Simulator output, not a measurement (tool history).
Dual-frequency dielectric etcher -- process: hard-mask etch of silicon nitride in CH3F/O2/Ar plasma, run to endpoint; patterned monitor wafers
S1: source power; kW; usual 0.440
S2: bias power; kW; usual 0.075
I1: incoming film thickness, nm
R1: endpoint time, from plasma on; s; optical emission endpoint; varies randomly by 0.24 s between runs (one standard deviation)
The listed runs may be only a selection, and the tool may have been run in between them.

run	hour	S1	S2	I1	R1
1	0.0	0.440	0.075	54.6	71.1
2	6.8	0.440	0.075	54.4	70.5
3	23.5	0.440	0.075	54.2	70.8
4	34.9	0.490	0.061	55.2	71.6
5	46.4	0.490	0.061	53.9	70.3
# hour 74.5: wet clean of the chamber
# hour 98.0: upper electrode replaced
6	98.5	0.490	0.061	54.9	74.5
7	98.8	0.440	0.075	55.1	75.0
8	99.1	0.440	0.075	54.6	74.0
9	99.5	0.330	0.069	54.7	85.6
10	99.8	0.440	0.075	54.8	74.6
11	109.8	0.470	0.082	54.1	69.9
# hour 123.8: bias power generator calibrated
12	124.3	0.530	0.075	54.2	68.1
# hour 136.8: source power generator calibrated
13	137.3	0.530	0.093	54.3	65.0
14	150.7	0.440	0.075	54.5	73.7
15	162.9	0.540	0.080	54.3	66.6
16	175.0	0.530	0.060	54.2	70.7

Had the tool no unlogged condition, and each run kept its random variation, what would the results have been?
Unlogged tool condition in this case: etch rate over this chamber's usual, %; source power that arrives over what is set, %; bias power that arrives over what is set, %.
run	R1
1	73.9
2	73.4
3	73.7
4	74.7
5	73.4
6	74.5
7	75.0
8	74.0
9	85.6
10	74.6
11	70.0
12	68.2
13	65.2
14	74.0
15	67.0
16	71.1
